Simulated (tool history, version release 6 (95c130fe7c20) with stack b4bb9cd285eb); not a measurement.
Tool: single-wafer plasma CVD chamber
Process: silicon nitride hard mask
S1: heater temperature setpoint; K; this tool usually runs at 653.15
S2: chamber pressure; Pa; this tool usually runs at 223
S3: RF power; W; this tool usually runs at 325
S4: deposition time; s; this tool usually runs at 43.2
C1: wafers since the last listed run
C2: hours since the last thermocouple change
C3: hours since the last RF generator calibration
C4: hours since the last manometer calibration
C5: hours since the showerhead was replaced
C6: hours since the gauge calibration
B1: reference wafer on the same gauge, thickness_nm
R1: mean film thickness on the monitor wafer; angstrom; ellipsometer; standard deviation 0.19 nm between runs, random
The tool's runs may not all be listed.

{"run": 1, "hour": 0.0, "S1": 653.15, "S2": 223, "S3": 325, "S4": 43.2, "C1": 0, "C2": 1940.8, "C3": 1241.9, "C4": 975.6, "C5": 8036.2, "C6": 112.8, "B1": 44.246, "R1": 512.58}
{"run": 2, "hour": 28.4, "S1": 653.15, "S2": 223, "S3": 325, "S4": 43.2, "C1": 964, "C2": 1969.2, "C3": 1270.3, "C4": 1004.0, "C5": 8064.6, "C6": 141.2, "B1": 44.353, "R1": 515.26}
{"run": 3, "hour": 55.6, "S1": 653.15, "S2": 223, "S3": 325, "S4": 43.2, "C1": 923, "C2": 1996.4, "C3": 1297.5, "C4": 1031.2, "C5": 8091.8, "C6": 168.4, "B1": 44.332, "R1": 514.7}
{"run": 4, "hour": 77.8, "S1": 653.15, "S2": 223, "S3": 325, "S4": 43.2, "C1": 753, "C2": 2018.6, "C3": 1319.7, "C4": 1053.4, "C5": 8114.0, "C6": 190.6, "B1": 44.328, "R1": 513.88}
{"run": 5, "hour": 97.2, "S1": 653.15, "S2": 223, "S3": 325, "S4": 43.2, "C1": 658, "C2": 2038.0, "C3": 1339.1, "C4": 1072.8, "C5": 8133.4, "C6": 210.0, "B1": 44.363, "R1": 513.98}
{"run": 6, "hour": 113.1, "S1": 653.15, "S2": 223, "S3": 325, "S4": 43.2, "C1": 539, "C2": 2053.9, "C3": 1355.0, "C4": 1088.7, "C5": 8149.3, "C6": 225.9, "B1": 44.335, "R1": 516.26}
{"run": 7, "hour": 141.7, "S1": 653.15, "S2": 223, "S3": 325, "S4": 43.2, "C1": 970, "C2": 2082.5, "C3": 1383.6, "C4": 1117.3, "C5": 8177.9, "C6": 254.5, "B1": 44.251, "R1": 517.91}
{"run": 8, "hour": 174.8, "S1": 653.15, "S2": 205, "S3": 325, "S4": 43.2, "C1": 1123, "C2": 2115.6, "C3": 1416.7, "C4": 1150.4, "C5": 8211.0, "C6": 287.6, "B1": 44.278, "R1": 496.11}
{"run": 9, "hour": 203.1, "S1": 653.15, "S2": 223, "S3": 325, "S4": 43.2, "C1": 960, "C2": 2143.9, "C3": 1445.0, "C4": 1178.7, "C5": 8239.3, "C6": 315.9, "B1": 44.223, "R1": 514.62}
{"hour": 219.6, "done": "RF generator calibrated"}
{"run": 10, "hour": 224.0, "S1": 653.15, "S2": 223, "S3": 325, "S4": 43.2, "C1": 437, "C2": 2164.8, "C3": 4.4, "C4": 1199.6, "C5": 8260.2, "C6": 336.8, "B1": 44.252, "R1": 512.98}
{"run": 11, "hour": 248.7, "S1": 653.15, "S2": 223, "S3": 325, "S4": 43.2, "C1": 838, "C2": 2189.5, "C3": 29.1, "C4": 1224.3, "C5": 8284.9, "C6": 361.5, "B1": 44.302, "R1": 512.87}
{"run": 12, "hour": 266.4, "S1": 653.15, "S2": 223, "S3": 325, "S4": 38.0, "C1": 600, "C2": 2207.2, "C3": 46.8, "C4": 1242.0, "C5": 8302.6, "C6": 379.2, "B1": 44.252, "R1": 454.6}
{"run": 13, "hour": 286.6, "S1": 653.15, "S2": 223, "S3": 325, "S4": 43.2, "C1": 685, "C2": 2227.4, "C3": 67.0, "C4": 1262.2, "C5": 8322.8, "C6": 399.4, "B1": 44.254, "R1": 515.66}
{"run": 14, "hour": 298.8, "S1": 653.15, "S2": 223, "S3": 325, "S4": 38.0, "C1": 414, "C2": 2239.6, "C3": 79.2, "C4": 1274.4, "C5": 8335.0, "C6": 411.6, "B1": 44.269, "R1": 452.1}

Expected results for the next run?
{"run": 15, "hour": 327.2, "S1": 653.15, "S2": 192, "S3": 355, "S4": 40.3, "C1": 964, "C2": 2268.0, "C3": 107.6, "C4": 1302.8, "C5": 8363.4, "C6": 440.0, "B1": "?", "R1": "?"}

Run 15 yielded B1 44.260, R1 476.23 angstrom.
If the tool had no hidden condition, the same run with the same run-to-run variation would have returned R1 476.23 angstrom.
